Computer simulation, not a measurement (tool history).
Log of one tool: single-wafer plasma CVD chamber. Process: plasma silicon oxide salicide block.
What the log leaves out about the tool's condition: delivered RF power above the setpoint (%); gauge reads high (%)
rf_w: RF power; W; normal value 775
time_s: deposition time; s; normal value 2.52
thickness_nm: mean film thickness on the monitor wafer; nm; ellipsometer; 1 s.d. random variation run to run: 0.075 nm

| run | hour | rf_w | time_s | wafers since the last listed run | hours since the last RF generator calibration | hours since the showerhead was replaced | hours since the gauge calibration | read-back reference wafer on the same gauge, thickness_nm | thickness_nm |
|---|---|---|---|---|---|---|---|---|---|
| 1 | 0.0 | 775 | 2.52 | 0 | 1402.5 | 3448.1 | 70.4 | 31.642 | 27.158 |
| 2 | 26.4 | 775 | 2.52 | 643 | 1428.9 | 3474.5 | 96.8 | 31.608 | 27.386 |
| 3 | 47.6 | 775 | 2.52 | 516 | 1450.1 | 3495.7 | 118.0 | 31.593 | 27.204 |
| 4 | 146.1 | 775 | 2.52 | 2399 | 1548.6 | 3594.2 | 216.5 | 31.601 | 27.036 |
| 5 | 174.2 | 775 | 2.52 | 684 | 1576.7 | 3622.3 | 244.6 | 31.566 | 27.210 |
| 6 | 205.8 | 775 | 2.52 | 769 | 1608.3 | 3653.9 | 276.2 | 31.617 | 27.237 |
|  | 228.1 | showerhead replaced |
|  | 237.5 | RF generator calibrated |
| 7 | 239.7 | 775 | 2.20 | 436 | 2.2 | 11.6 | 310.1 | 31.600 | 23.769 |
| 8 | 256.7 | 775 | 2.20 | 414 | 19.2 | 28.6 | 327.1 | 31.621 | 23.803 |
| 9 | 290.6 | 830 | 2.52 | 825 | 53.1 | 62.5 | 361.0 | 31.599 | 27.758 |
| 10 | 312.5 | 830 | 2.52 | 533 | 75.0 | 84.4 | 382.9 | 31.623 | 27.882 |
| 11 | 327.6 | 885 | 2.52 | 367 | 90.1 | 99.5 | 398.0 | 31.590 | 28.358 |
| 12 | 358.9 | 775 | 2.52 | 762 | 121.4 | 130.8 | 429.3 | 31.561 | 27.213 |
| 13 | 377.4 | 915 | 2.52 | 450 | 139.9 | 149.3 | 447.8 | 31.590 | 28.665 |
|  | 380.0 | gauge calibrated |
| 14 | 391.5 | 640 | 2.71 | 343 | 154.0 | 163.4 | 11.5 | 31.601 | 27.500 |
| 15 | 412.6 | 775 | 2.83 | 513 | 175.1 | 184.5 | 32.6 | 31.610 | 30.464 |
| 16 | 426.5 | 775 | 2.52 | 338 | 189.0 | 198.4 | 46.5 | 31.598 | 27.196 |
| 17 | 441.3 | 665 | 2.92 | 360 | 203.8 | 213.2 | 61.3 | 31.614 | 30.153 |
| 18 | 465.9 | 775 | 2.96 | 599 | 228.4 | 237.8 | 85.9 | 31.623 | 32.076 |
| 19 | 485.1 | 775 | 2.52 | 467 | 247.6 | 257.0 | 105.1 | 31.604 | 27.166 |
| 20 | 513.7 | 910 | 2.14 | 696 | 276.2 | 285.6 | 133.7 | 31.583 | 24.212 |
| 21 | 600.2 | 825 | 2.28 | 2106 | 362.7 | 372.1 | 220.2 | 31.573 | 25.213 |

Branching from run 21: 3 alternative next runs. What would each branch give?
| A | 600.6 | 775 | 2.52 | 9 | 363.1 | 372.5 | 220.6 | ? | ? |
| B | 600.6 | 775 | 2.13 | 9 | 363.1 | 372.5 | 220.6 | ? | ? |
| C | 600.6 | 700 | 2.75 | 9 | 363.1 | 372.5 | 220.6 | ? | ? |

| run | read-back reference wafer on the same gauge, thickness_nm | thickness_nm |
|---|---|---|
| A | 31.607 | 27.233 |
| B | 31.607 | 23.018 |
| C | 31.607 | 28.809 |
With the hidden condition removed and each run's random variation left untouched, the same runs would have given:
| run | thickness_nm |
|---|---|
| A | 27.233 |
| B | 23.018 |
| C | 28.809 |
